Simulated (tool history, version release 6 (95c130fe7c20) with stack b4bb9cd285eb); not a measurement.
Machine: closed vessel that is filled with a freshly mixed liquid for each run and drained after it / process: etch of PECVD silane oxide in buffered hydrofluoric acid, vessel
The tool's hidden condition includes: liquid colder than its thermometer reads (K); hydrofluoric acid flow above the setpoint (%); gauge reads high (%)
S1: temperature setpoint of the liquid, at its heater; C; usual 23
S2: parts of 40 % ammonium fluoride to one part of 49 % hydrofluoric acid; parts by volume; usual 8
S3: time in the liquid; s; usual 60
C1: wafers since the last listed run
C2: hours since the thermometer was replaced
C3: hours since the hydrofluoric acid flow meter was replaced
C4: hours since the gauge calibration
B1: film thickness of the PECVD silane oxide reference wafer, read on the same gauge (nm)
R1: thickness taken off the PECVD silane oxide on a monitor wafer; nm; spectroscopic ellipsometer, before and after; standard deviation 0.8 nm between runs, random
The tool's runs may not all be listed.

run 1 hour=0 | S1=23 S2=8 S3=60 | C1=0 C2=597.9 C3=332 C4=89.3 | B1=89.99 | R1=137.7
run 2 hour=14.6 | S1=23 S2=8 S3=60 | C1=1449 C2=612.5 C3=346.6 C4=103.9 | B1=90.01 | R1=138.76
run 3 hour=32.1 | S1=23 S2=8 S3=60 | C1=1737 C2=630 C3=364.1 C4=121.4 | B1=90.03 | R1=137.38
run 4 hour=53.1 | S1=23 S2=8.5 S3=60 | C1=2085 C2=651 C3=385.1 C4=142.4 | B1=89.98 | R1=129.41
run 5 hour=82 | S1=23 S2=8 S3=60 | C1=2869 C2=679.9 C3=414 C4=171.3 | B1=90 | R1=138.57
run 6 hour=152.8 | S1=23 S2=8 S3=60 | C1=7030 C2=750.7 C3=484.8 C4=242.1 | B1=89.99 | R1=139.7
run 7 hour=173.6 | S1=21 S2=8 S3=60 | C1=2065 C2=771.5 C3=505.6 C4=262.9 | B1=90 | R1=127.53
run 8 hour=200.3 | S1=23 S2=8 S3=60 | C1=2651 C2=798.2 C3=532.3 C4=289.6 | B1=90 | R1=141.45
run 9 hour=242.5 | S1=23 S2=8 S3=60 | C1=4190 C2=840.4 C3=574.5 C4=331.8 | B1=90.01 | R1=142.55
run 10 hour=276 | S1=23 S2=8 S3=60 | C1=3326 C2=873.9 C3=608 C4=365.3 | B1=89.96 | R1=142.39
run 11 hour=302.5 | S1=25.5 S2=6 S3=80 | C1=2631 C2=900.4 C3=634.5 C4=391.8 | B1=90.01 | R1=286.18
-- hour=333.2 gauge calibrated
run 12 hour=335.5 | S1=23 S2=8 S3=60 | C1=3276 C2=933.4 C3=667.5 C4=2.3 | B1=90.01 | R1=143.23
-- hour=372.5 hydrofluoric acid flow meter replaced
run 13 hour=388.2 | S1=24.5 S2=10.5 S3=45 | C1=5133 C2=986.1 C3=15.7 C4=55 | B1=89.99 | R1=94.39
run 14 hour=403.7 | S1=23 S2=8 S3=60 | C1=1539 C2=1001.6 C3=31.2 C4=70.5 | B1=90 | R1=152.65
-- hour=434.3 thermometer replaced
run 15 hour=435.7 | S1=23 S2=8 S3=70 | C1=3078 C2=1.4 C3=63.2 C4=102.5 | B1=90.01 | R1=178.41
run 16 hour=468.8 | S1=21 S2=10 S3=90 | C1=3286 C2=34.5 C3=96.3 C4=135.6 | B1=89.98 | R1=160.72
-- hour=528.8 hydrofluoric acid flow meter replaced, repeated, since the last time left the tool worse
run 17 hour=544.4 | S1=23 S2=7 S3=85 | C1=7407 C2=110.1 C3=15.6 C4=211.2 | B1=89.99 | R1=217.58
run 18 hour=556.7 | S1=23 S2=8 S3=60 | C1=1221 C2=122.4 C3=27.9 C4=223.5 | B1=90 | R1=131.65

The next listed run, before its measurement:
run 19 hour=587.5 | S1=23 S2=8 S3=60 | C1=3058 C2=153.2 C3=58.7 C4=254.3 | B1=? | R1=?

B1: 90
R1: 133.65 nm
Without the tool's hidden state the same run would have given R1 131.95 nm.
